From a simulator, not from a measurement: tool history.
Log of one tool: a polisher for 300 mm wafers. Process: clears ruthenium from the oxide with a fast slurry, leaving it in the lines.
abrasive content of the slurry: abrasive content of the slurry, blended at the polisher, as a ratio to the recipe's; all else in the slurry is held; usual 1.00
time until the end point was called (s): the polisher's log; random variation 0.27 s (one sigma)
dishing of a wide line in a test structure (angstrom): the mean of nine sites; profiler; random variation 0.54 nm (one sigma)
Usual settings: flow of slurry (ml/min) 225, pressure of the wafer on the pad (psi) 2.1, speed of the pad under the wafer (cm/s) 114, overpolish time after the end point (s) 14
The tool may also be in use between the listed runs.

run	day	flow of slurry (ml/min)	pressure of the wafer on the pad (psi)	speed of the pad under the wafer (cm/s)	abrasive content of the slurry	overpolish time after the end point (s)	incoming thickness of the incoming film, nm	time until the end point was called (s)	dishing of a wide line in a test structure (angstrom)
1	0.000	225	1.9	114	1.00	14	131.6	33.6	366
2	1.392	225	2.1	98	1.00	14	132.3	33.8	352
# day 2.312: head pressure recalibrated
3	3.442	225	2.1	98	1.00	14	128.5	33.5	364
4	5.104	225	2.1	114	1.00	14	130.1	30.6	373
# day 6.008: slurry blender recalibrated
# day 6.971: slurry nozzle cleaned
# day 7.592: worn pad replaced by a new one
5	9.071	225	2.1	114	1.00	14	127.8	28.6	400
6	11.179	225	2.1	114	1.00	14	130.3	29.3	396
7	16.592	280	2.1	114	1.00	14	127.2	29.1	396
8	18.200	225	1.9	80	1.00	14	128.7	40.3	305
9	20.192	270	2.1	94	1.15	6	130.5	31.7	176
10	23.033	225	1.5	128	0.85	14	130.0	42.3	284
# day 23.396: slurry blender recalibrated
11	25.038	225	2.1	114	1.10	9	131.7	30.1	262
# day 25.696: worn pad replaced by a new one, of another model than before
# day 26.271: slurry nozzle cleaned
12	26.608	225	2.7	114	1.00	11	128.6	25.3	372
13	28.938	160	2.1	114	1.10	21	131.0	29.0	566
14	31.029	225	2.1	114	1.00	14	132.9	30.6	396
15	32.175	225	2.6	96	1.00	14	129.6	28.3	422
16	37.512	225	2.1	82	1.00	8	132.1	34.8	210
17	39.292	225	2.1	114	1.00	7	130.4	30.5	202
18	41.246	225	2.1	90	1.00	14	129.7	34.3	358
# day 41.679: slurry blender recalibrated
19	42.383	225	2.1	114	1.00	14	130.6	32.2	375
# day 43.783: worn pad replaced by a new one
# day 44.479: slurry nozzle cleaned
20	44.579	225	2.1	114	1.00	14	127.2	29.1	396
21	46.329	145	2.6	114	1.00	14	128.8	26.3	433
22	48.462	225	2.1	114	1.00	14	130.7	30.5	397
23	51.242	170	2.7	114	0.90	8	131.9	28.4	261
24	53.712	225	1.8	114	1.00	10	131.6	33.8	267
25	55.483	225	2.1	76	1.10	14	129.6	33.7	359
26	58.454	225	2.1	114	1.00	14	130.8	30.7	389
# day 60.221: slurry blender recalibrated
27	60.271	225	2.7	114	1.00	22	129.3	26.7	622
28	62.421	225	2.1	114	1.00	14	132.5	32.1	384

Forecast each of these 4 alternatives for the next run:
A	62.438	225	2.1	104	1.00	14	131.8	?	?
B	62.438	225	2.7	114	1.00	14	131.8	?	?
C	62.438	285	2.1	114	0.80	14	131.8	?	?
D	62.438	285	2.1	114	1.00	20	131.8	?	?

run	time until the end point was called (s)	dishing of a wide line in a test structure (angstrom)
A	33.3	377
B	27.4	446
C	36.8	345
D	31.8	528
Without the tool's hidden state the same runs would have given:
run	time until the end point was called (s)	dishing of a wide line in a test structure (angstrom)
A	30.8	403
B	25.3	475
C	34.1	369
D	29.5	561

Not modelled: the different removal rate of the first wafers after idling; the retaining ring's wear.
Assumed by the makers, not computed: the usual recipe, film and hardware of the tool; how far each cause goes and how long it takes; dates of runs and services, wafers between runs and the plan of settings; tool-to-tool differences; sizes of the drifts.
